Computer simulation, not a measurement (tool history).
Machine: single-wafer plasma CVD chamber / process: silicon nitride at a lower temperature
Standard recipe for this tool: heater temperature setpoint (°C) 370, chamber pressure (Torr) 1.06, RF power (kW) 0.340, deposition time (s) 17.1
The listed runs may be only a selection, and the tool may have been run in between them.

run     day  heater temperature setpoint (°C)  chamber pressure (Torr)  RF power (kW)  deposition time (s)  wafers since the last listed run  hours since the last thermocouple change  hours since the last RF generator calibration  hours since the last manometer calibration  hours since the showerhead was replaced  hours since the gauge calibration  read-back reference wafer on the same gauge, thickness_nm  mean film thickness on the monitor wafer (nm)
  1   0.000                               370                     1.06          0.340                 17.1                                 0                                    1954.1                                          618.0                                      2311.0                                   3529.0                              116.2                                                     18.900                                         18.235
  2   1.121                               370                     1.06          0.340                 17.1                               489                                    1981.0                                          644.9                                      2337.9                                   3555.9                              143.1                                                     18.914                                         18.350
  3   1.675                               370                     1.06          0.340                 17.1                               241                                    1994.3                                          658.2                                      2351.2                                   3569.2                              156.4                                                     18.889                                         18.265
  4   2.471                               370                     1.06          0.340                 17.1                               347                                    2013.4                                          677.3                                      2370.3                                   3588.3                              175.5                                                     18.902                                         18.215
  5   3.783                               370                     1.06          0.340                 17.1                               573                                    2044.9                                          708.8                                      2401.8                                   3619.8                              207.0                                                     18.911                                         18.332
  6   4.558                               370                     1.06          0.340                 17.1                               338                                    2063.5                                          727.4                                      2420.4                                   3638.4                              225.6                                                     18.911                                         18.173
      5.692  -- showerhead replaced
  7   5.712                               370                     1.06          0.340                 17.1                               358                                    2091.2                                          755.1                                      2448.1                                      0.5                              253.3                                                     18.908                                         18.167
  8   6.958                               370                     1.06          0.305                 17.1                               543                                    2121.1                                          785.0                                      2478.0                                     30.4                              283.2                                                     18.900                                         16.741
  9   8.138                               370                     1.06          0.305                 17.1                               514                                    2149.4                                          813.3                                      2506.3                                     58.7                              311.5                                                     18.919                                         16.774
      9.108  -- RF generator calibrated
 10   9.371                               370                     1.06          0.340                 16.3                               392                                    2179.0                                            6.3                                      2535.9                                     88.3                              341.1                                                     18.907                                         17.769
 11  10.575                               370                     1.13          0.315                 17.1                               525                                    2207.9                                           35.2                                      2564.8                                    117.2                              370.0                                                     18.907                                         17.773
 12  11.200                               363                     1.06          0.340                 15.5                               272                                    2222.9                                           50.2                                      2579.8                                    132.2                              385.0                                                     18.884                                         16.963
     11.908  -- gauge calibrated
 13  12.067                               370                     1.06          0.340                 16.3                               378                                    2243.7                                           71.0                                      2600.6                                    153.0                                3.8                                                     18.919                                         17.944
     13.233  -- capacitance manometer re-zeroed and calibrated
 14  13.254                               361                     0.90          0.400                 19.3                               372                                    2272.2                                           99.5                                         0.5                                    181.5                               32.3                                                     18.888                                         23.231
 15  13.758                               370                     0.91          0.290                 17.1                               220                                    2284.3                                          111.6                                        12.6                                    193.6                               44.4                                                     18.903                                         15.950
 16  14.358                               370                     1.06          0.340                 17.1                               261                                    2298.7                                          126.0                                        27.0                                    208.0                               58.8                                                     18.910                                         18.614
     15.600  -- thermocouple changed; heater temperature recalibrated
 17  15.621                               376                     1.23          0.380                 18.3                               405                                       0.5                                          156.3                                        57.3                                    238.3                               89.1                                                     18.886                                         22.161
 18  16.471                               370                     1.06          0.340                 17.1                               371                                      20.9                                          176.7                                        77.7                                    258.7                              109.5                                                     18.900                                         18.690
 19  17.229                               370                     1.17          0.340                 17.1                               331                                      39.1                                          194.9                                        95.9                                    276.9                              127.7                                                     18.919                                         18.973
 20  18.417                               375                     1.06          0.285                 14.8                               518                                      67.6                                          223.4                                       124.4                                    305.4                              156.2                                                     18.888                                         13.918
 21  19.738                               370                     1.06          0.305                 17.1                               576                                      99.3                                          255.1                                       156.1                                    337.1                              187.9                                                     18.903                                         16.926
 22  20.621                               377                     1.06          0.340                 15.0                               385                                     120.5                                          276.3                                       177.3                                    358.3                              209.1                                                     18.911                                         16.195
 23  21.629                               366                     1.06          0.340                 16.2                               440                                     144.7                                          300.5                                       201.5                                    382.5                              233.3                                                     18.897                                         17.623
 24  22.138                               370                     0.89          0.395                 18.3                               221                                     156.9                                          312.7                                       213.7                                    394.7                              245.5                                                     18.892                                         21.450
 25  22.946                               356                     1.06          0.280                 14.4                               352                                     176.3                                          332.1                                       233.1                                    414.1                              264.9                                                     18.893                                         13.378
 26  23.592                               370                     1.06          0.340                 17.1                               281                                     191.8                                          347.6                                       248.6                                    429.6                              280.4                                                     18.905                                         18.467
 27  24.179                               370                     1.06          0.340                 17.1                               256                                     205.9                                          361.7                                       262.7                                    443.7                              294.5                                                     18.870                                         18.408
 28  25.308                               365                     1.16          0.395                 18.5                               492                                     233.0                                          388.8                                       289.8                                    470.8                              321.6                                                     18.911                                         22.880

Expected results for the next run?
 29  26.425                               370                     0.98          0.340                 19.9                               487                                     259.8                                          415.6                                       316.6                                    497.6                              348.4                                                          ?                                              ?

read-back reference wafer on the same gauge, thickness_nm: 18.906
mean film thickness on the monitor wafer (nm): 21.129
If the tool had no hidden condition, the same run with the same run-to-run variation would have returned mean film thickness on the monitor wafer (nm) 21.414.

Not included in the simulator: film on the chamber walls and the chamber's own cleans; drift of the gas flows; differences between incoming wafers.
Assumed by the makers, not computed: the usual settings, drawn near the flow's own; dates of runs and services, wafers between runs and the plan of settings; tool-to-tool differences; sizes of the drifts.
